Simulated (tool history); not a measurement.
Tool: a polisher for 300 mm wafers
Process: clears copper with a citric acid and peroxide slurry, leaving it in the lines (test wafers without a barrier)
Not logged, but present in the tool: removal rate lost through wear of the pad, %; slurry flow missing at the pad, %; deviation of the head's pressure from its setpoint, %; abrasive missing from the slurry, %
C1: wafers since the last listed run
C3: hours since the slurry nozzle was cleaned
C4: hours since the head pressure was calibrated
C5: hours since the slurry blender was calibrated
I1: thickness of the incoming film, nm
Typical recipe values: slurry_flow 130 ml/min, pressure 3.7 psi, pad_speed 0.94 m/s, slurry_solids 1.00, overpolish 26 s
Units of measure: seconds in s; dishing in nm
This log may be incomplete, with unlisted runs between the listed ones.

{"run": 1, "hour": 0.0, "slurry_flow": 130, "pressure": 3.7, "pad_speed": 0.94, "slurry_solids": 1.0, "overpolish": 26, "C1": 0, "wafers polished on this pad": 733, "C3": 327.7, "C4": 590.9, "C5": 298.2, "I1": 294.6, "seconds": 105.5, "dishing": 54.7}
{"hour": 52.2, "done": "worn pad replaced by a new one"}
{"hour": 64.3, "done": "slurry blender recalibrated"}
{"run": 2, "hour": 91.1, "slurry_flow": 130, "pressure": 3.7, "pad_speed": 0.94, "slurry_solids": 1.0, "overpolish": 26, "C1": 361, "wafers polished on this pad": 156, "C3": 418.8, "C4": 682.0, "C5": 26.8, "I1": 293.0, "seconds": 106.1, "dishing": 54.9}
{"run": 3, "hour": 179.6, "slurry_flow": 130, "pressure": 3.7, "pad_speed": 0.94, "slurry_solids": 1.0, "overpolish": 26, "C1": 375, "wafers polished on this pad": 532, "C3": 507.3, "C4": 770.5, "C5": 115.3, "I1": 285.2, "seconds": 104.2, "dishing": 53.5}
{"run": 4, "hour": 270.0, "slurry_flow": 130, "pressure": 3.7, "pad_speed": 0.94, "slurry_solids": 1.0, "overpolish": 26, "C1": 383, "wafers polished on this pad": 916, "C3": 597.7, "C4": 860.9, "C5": 205.7, "I1": 288.9, "seconds": 108.8, "dishing": 53.0}
{"hour": 281.6, "done": "worn pad replaced by a new one"}
{"run": 5, "hour": 306.6, "slurry_flow": 130, "pressure": 3.7, "pad_speed": 0.94, "slurry_solids": 1.0, "overpolish": 26, "C1": 138, "wafers polished on this pad": 106, "C3": 634.3, "C4": 897.5, "C5": 242.3, "I1": 293.7, "seconds": 110.1, "dishing": 55.3}
{"run": 6, "hour": 405.0, "slurry_flow": 130, "pressure": 3.7, "pad_speed": 0.94, "slurry_solids": 1.0, "overpolish": 32, "C1": 417, "wafers polished on this pad": 524, "C3": 732.7, "C4": 995.9, "C5": 340.7, "I1": 292.3, "seconds": 111.0, "dishing": 62.7}
{"hour": 440.5, "done": "slurry blender recalibrated"}
{"run": 7, "hour": 479.8, "slurry_flow": 130, "pressure": 3.7, "pad_speed": 0.94, "slurry_solids": 1.0, "overpolish": 26, "C1": 309, "wafers polished on this pad": 833, "C3": 807.5, "C4": 1070.7, "C5": 39.3, "I1": 285.8, "seconds": 110.9, "dishing": 53.5}
{"hour": 490.5, "done": "slurry nozzle cleaned"}
{"run": 8, "hour": 528.2, "slurry_flow": 130, "pressure": 3.7, "pad_speed": 0.94, "slurry_solids": 1.0, "overpolish": 26, "C1": 201, "wafers polished on this pad": 1034, "C3": 37.7, "C4": 1119.1, "C5": 87.7, "I1": 284.0, "seconds": 99.9, "dishing": 55.3}
{"hour": 535.3, "done": "worn pad replaced by a new one"}
{"run": 9, "hour": 576.0, "slurry_flow": 130, "pressure": 3.7, "pad_speed": 0.94, "slurry_solids": 1.0, "overpolish": 26, "C1": 185, "wafers polished on this pad": 173, "C3": 85.5, "C4": 1166.9, "C5": 135.5, "I1": 290.2, "seconds": 104.6, "dishing": 55.0}
{"run": 10, "hour": 658.7, "slurry_flow": 130, "pressure": 3.7, "pad_speed": 0.94, "slurry_solids": 0.7, "overpolish": 26, "C1": 351, "wafers polished on this pad": 524, "C3": 168.2, "C4": 1249.6, "C5": 218.2, "I1": 292.3, "seconds": 110.3, "dishing": 52.5}
{"hour": 726.9, "done": "worn pad replaced by a new one"}
{"run": 11, "hour": 735.3, "slurry_flow": 130, "pressure": 4.3, "pad_speed": 0.94, "slurry_solids": 0.7, "overpolish": 26, "C1": 308, "wafers polished on this pad": 35, "C3": 244.8, "C4": 1326.2, "C5": 294.8, "I1": 291.9, "seconds": 95.7, "dishing": 59.5}
{"hour": 782.2, "done": "head pressure recalibrated"}
{"run": 12, "hour": 824.3, "slurry_flow": 130, "pressure": 3.7, "pad_speed": 0.94, "slurry_solids": 1.0, "overpolish": 26, "C1": 369, "wafers polished on this pad": 405, "C3": 333.8, "C4": 42.1, "C5": 383.8, "I1": 291.0, "seconds": 106.0, "dishing": 54.9}
{"hour": 847.9, "done": "slurry blender recalibrated"}
{"run": 13, "hour": 887.3, "slurry_flow": 170, "pressure": 2.8, "pad_speed": 0.94, "slurry_solids": 1.0, "overpolish": 20, "C1": 259, "wafers polished on this pad": 664, "C3": 396.8, "C4": 105.1, "C5": 39.4, "I1": 288.4, "seconds": 129.5, "dishing": 36.8}
{"run": 14, "hour": 942.7, "slurry_flow": 130, "pressure": 3.7, "pad_speed": 0.8, "slurry_solids": 1.3, "overpolish": 21, "C1": 235, "wafers polished on this pad": 899, "C3": 452.2, "C4": 160.5, "C5": 94.8, "I1": 291.9, "seconds": 119.3, "dishing": 40.2}
{"hour": 955.2, "done": "worn pad replaced by a new one"}
{"run": 15, "hour": 1046.8, "slurry_flow": 90, "pressure": 3.1, "pad_speed": 0.94, "slurry_solids": 1.25, "overpolish": 18, "C1": 425, "wafers polished on this pad": 388, "C3": 556.3, "C4": 264.6, "C5": 198.9, "I1": 290.7, "seconds": 129.9, "dishing": 32.7}
{"run": 16, "hour": 1122.0, "slurry_flow": 160, "pressure": 3.7, "pad_speed": 0.94, "slurry_solids": 1.0, "overpolish": 40, "C1": 319, "wafers polished on this pad": 708, "C3": 631.5, "C4": 339.8, "C5": 274.1, "I1": 294.5, "seconds": 105.6, "dishing": 77.7}

4 options for the next run, each taken on its own from the tool as it stands now. Forecast them:
{"run": "A", "hour": 1122.5, "slurry_flow": 130, "pressure": 3.7, "pad_speed": 0.94, "slurry_solids": 0.75, "overpolish": 26, "C1": 2, "wafers polished on this pad": 710, "C3": 632.0, "C4": 340.3, "C5": 274.6, "I1": 293.3, "seconds": "?", "dishing": "?"}
{"run": "B", "hour": 1122.5, "slurry_flow": 150, "pressure": 2.6, "pad_speed": 1.1, "slurry_solids": 0.9, "overpolish": 26, "C1": 2, "wafers polished on this pad": 710, "C3": 632.0, "C4": 340.3, "C5": 274.6, "I1": 293.3, "seconds": "?", "dishing": "?"}
{"run": "C", "hour": 1122.5, "slurry_flow": 155, "pressure": 3.7, "pad_speed": 0.94, "slurry_solids": 1.0, "overpolish": 34, "C1": 2, "wafers polished on this pad": 710, "C3": 632.0, "C4": 340.3, "C5": 274.6, "I1": 293.3, "seconds": "?", "dishing": "?"}
{"run": "D", "hour": 1122.5, "slurry_flow": 130, "pressure": 3.7, "pad_speed": 0.82, "slurry_solids": 1.0, "overpolish": 26, "C1": 2, "wafers polished on this pad": 710, "C3": 632.0, "C4": 340.3, "C5": 274.6, "I1": 293.3, "seconds": "?", "dishing": "?"}

run=A seconds=113.8 dishing=52.8
run=B seconds=127.7 dishing=47.1
run=C seconds=106.5 dishing=69.7
run=D seconds=125.3 dishing=48.6
With no hidden state in the tool, these same runs would have given:
run=A seconds=108.5 dishing=55.0
run=B seconds=122.2 dishing=48.9
run=C seconds=102.1 dishing=72.1
run=D seconds=119.5 dishing=50.7

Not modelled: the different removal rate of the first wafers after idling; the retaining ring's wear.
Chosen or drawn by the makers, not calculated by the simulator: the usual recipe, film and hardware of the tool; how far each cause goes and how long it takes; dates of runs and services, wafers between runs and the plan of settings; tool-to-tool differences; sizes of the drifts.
